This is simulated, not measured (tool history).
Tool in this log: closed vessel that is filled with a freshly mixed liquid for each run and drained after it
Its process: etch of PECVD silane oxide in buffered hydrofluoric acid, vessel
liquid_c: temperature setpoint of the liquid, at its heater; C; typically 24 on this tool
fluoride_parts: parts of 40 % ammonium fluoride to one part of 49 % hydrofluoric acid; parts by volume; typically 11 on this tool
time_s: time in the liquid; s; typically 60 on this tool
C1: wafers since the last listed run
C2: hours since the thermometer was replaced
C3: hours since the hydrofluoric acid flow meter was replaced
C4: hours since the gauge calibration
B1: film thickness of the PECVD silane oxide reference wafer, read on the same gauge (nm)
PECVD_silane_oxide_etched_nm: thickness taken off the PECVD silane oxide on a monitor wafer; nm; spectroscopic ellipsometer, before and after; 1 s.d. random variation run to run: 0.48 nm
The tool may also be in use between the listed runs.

{"run": 1, "hour": 0.0, "liquid_c": 24, "fluoride_parts": 11, "time_s": 60, "C1": 0, "C2": 2089.9, "C3": 1278.9, "C4": 446.8, "B1": 100.02, "PECVD_silane_oxide_etched_nm": 147.85}
{"run": 2, "hour": 16.2, "liquid_c": 24, "fluoride_parts": 8.5, "time_s": 60, "C1": 1586, "C2": 2106.1, "C3": 1295.1, "C4": 463, "B1": 99.96, "PECVD_silane_oxide_etched_nm": 184.39}
{"run": 3, "hour": 46.7, "liquid_c": 25, "fluoride_parts": 11, "time_s": 60, "C1": 2986, "C2": 2136.6, "C3": 1325.6, "C4": 493.5, "B1": 100, "PECVD_silane_oxide_etched_nm": 156.71}
{"run": 4, "hour": 60.8, "liquid_c": 25, "fluoride_parts": 11, "time_s": 60, "C1": 1380, "C2": 2150.7, "C3": 1339.7, "C4": 507.6, "B1": 99.97, "PECVD_silane_oxide_etched_nm": 156.12}
{"run": 5, "hour": 86.4, "liquid_c": 25, "fluoride_parts": 11, "time_s": 60, "C1": 2506, "C2": 2176.3, "C3": 1365.3, "C4": 533.2, "B1": 100.01, "PECVD_silane_oxide_etched_nm": 156.51}
{"run": 6, "hour": 119.0, "liquid_c": 24, "fluoride_parts": 11, "time_s": 85, "C1": 3192, "C2": 2208.9, "C3": 1397.9, "C4": 565.8, "B1": 100, "PECVD_silane_oxide_etched_nm": 209.05}
{"run": 7, "hour": 132.7, "liquid_c": 24, "fluoride_parts": 11, "time_s": 85, "C1": 1341, "C2": 2222.6, "C3": 1411.6, "C4": 579.5, "B1": 100, "PECVD_silane_oxide_etched_nm": 210.18}
{"run": 8, "hour": 164.0, "liquid_c": 24, "fluoride_parts": 11, "time_s": 60, "C1": 3065, "C2": 2253.9, "C3": 1442.9, "C4": 610.8, "B1": 99.99, "PECVD_silane_oxide_etched_nm": 148.04}
{"run": 9, "hour": 184.3, "liquid_c": 24, "fluoride_parts": 11, "time_s": 60, "C1": 1987, "C2": 2274.2, "C3": 1463.2, "C4": 631.1, "B1": 99.99, "PECVD_silane_oxide_etched_nm": 147.79}
{"run": 10, "hour": 209.2, "liquid_c": 24, "fluoride_parts": 11, "time_s": 60, "C1": 2438, "C2": 2299.1, "C3": 1488.1, "C4": 656, "B1": 100.02, "PECVD_silane_oxide_etched_nm": 148.55}
{"run": 11, "hour": 222.0, "liquid_c": 24, "fluoride_parts": 11, "time_s": 60, "C1": 1253, "C2": 2311.9, "C3": 1500.9, "C4": 668.8, "B1": 100.01, "PECVD_silane_oxide_etched_nm": 147.75}
{"run": 12, "hour": 245.4, "liquid_c": 24, "fluoride_parts": 11, "time_s": 60, "C1": 2291, "C2": 2335.3, "C3": 1524.3, "C4": 692.2, "B1": 100.01, "PECVD_silane_oxide_etched_nm": 147.6}
{"run": 13, "hour": 269.3, "liquid_c": 24, "fluoride_parts": 11, "time_s": 60, "C1": 2340, "C2": 2359.2, "C3": 1548.2, "C4": 716.1, "B1": 99.98, "PECVD_silane_oxide_etched_nm": 148.6}
{"hour": 272.6, "done": "gauge calibrated"}
{"run": 14, "hour": 287.8, "liquid_c": 24, "fluoride_parts": 11, "time_s": 35, "C1": 1811, "C2": 2377.7, "C3": 1566.7, "C4": 15.2, "B1": 100.01, "PECVD_silane_oxide_etched_nm": 86.5}
{"run": 15, "hour": 302.1, "liquid_c": 24, "fluoride_parts": 11, "time_s": 60, "C1": 1400, "C2": 2392, "C3": 1581, "C4": 29.5, "B1": 100, "PECVD_silane_oxide_etched_nm": 147.62}
{"run": 16, "hour": 328.8, "liquid_c": 28, "fluoride_parts": 9, "time_s": 35, "C1": 2614, "C2": 2418.7, "C3": 1607.7, "C4": 56.2, "B1": 100.01, "PECVD_silane_oxide_etched_nm": 126.04}
{"run": 17, "hour": 356.0, "liquid_c": 24, "fluoride_parts": 11, "time_s": 60, "C1": 2663, "C2": 2445.9, "C3": 1634.9, "C4": 83.4, "B1": 100, "PECVD_silane_oxide_etched_nm": 147.61}
{"run": 18, "hour": 370.5, "liquid_c": 24, "fluoride_parts": 11, "time_s": 60, "C1": 1419, "C2": 2460.4, "C3": 1649.4, "C4": 97.9, "B1": 99.98, "PECVD_silane_oxide_etched_nm": 147.96}
{"run": 19, "hour": 388.9, "liquid_c": 24, "fluoride_parts": 8, "time_s": 35, "C1": 1801, "C2": 2478.8, "C3": 1667.8, "C4": 116.3, "B1": 100, "PECVD_silane_oxide_etched_nm": 114.75}
{"hour": 396.6, "done": "hydrofluoric acid flow meter replaced"}
{"run": 20, "hour": 414.2, "liquid_c": 20, "fluoride_parts": 7.5, "time_s": 80, "C1": 2379, "C2": 2504.1, "C3": 17.6, "C4": 141.6, "B1": 100.03, "PECVD_silane_oxide_etched_nm": 226.15}
{"run": 21, "hour": 440.8, "liquid_c": 19.5, "fluoride_parts": 11, "time_s": 90, "C1": 2604, "C2": 2530.7, "C3": 44.2, "C4": 168.2, "B1": 100.01, "PECVD_silane_oxide_etched_nm": 172.49}
{"run": 22, "hour": 474.8, "liquid_c": 22, "fluoride_parts": 8.5, "time_s": 90, "C1": 3329, "C2": 2564.7, "C3": 78.2, "C4": 202.2, "B1": 99.97, "PECVD_silane_oxide_etched_nm": 248.73}
{"run": 23, "hour": 487.6, "liquid_c": 22.5, "fluoride_parts": 11, "time_s": 45, "C1": 1253, "C2": 2577.5, "C3": 91, "C4": 215, "B1": 100, "PECVD_silane_oxide_etched_nm": 102.35}
{"hour": 520.3, "done": "thermometer replaced"}
{"run": 24, "hour": 520.8, "liquid_c": 24, "fluoride_parts": 11, "time_s": 60, "C1": 3153, "C2": 0.5, "C3": 124.2, "C4": 248.2, "B1": 100.03, "PECVD_silane_oxide_etched_nm": 146.82}
{"run": 25, "hour": 543.6, "liquid_c": 22, "fluoride_parts": 8.5, "time_s": 60, "C1": 2232, "C2": 23.3, "C3": 147, "C4": 271, "B1": 100, "PECVD_silane_oxide_etched_nm": 165.41}
{"run": 26, "hour": 576.3, "liquid_c": 24, "fluoride_parts": 11, "time_s": 60, "C1": 3202, "C2": 56, "C3": 179.7, "C4": 303.7, "B1": 100.01, "PECVD_silane_oxide_etched_nm": 148.4}
{"run": 27, "hour": 669.9, "liquid_c": 21.5, "fluoride_parts": 15.5, "time_s": 40, "C1": 9165, "C2": 149.6, "C3": 273.3, "C4": 397.3, "B1": 99.98, "PECVD_silane_oxide_etched_nm": 61.38}

State the hidden condition of the tool at each of the runs:
liquid hotter than its thermometer reads (K): 0 in every run
hydrofluoric acid flow below the setpoint (%): 0 in every run
gauge reads high (%): 0 in every run
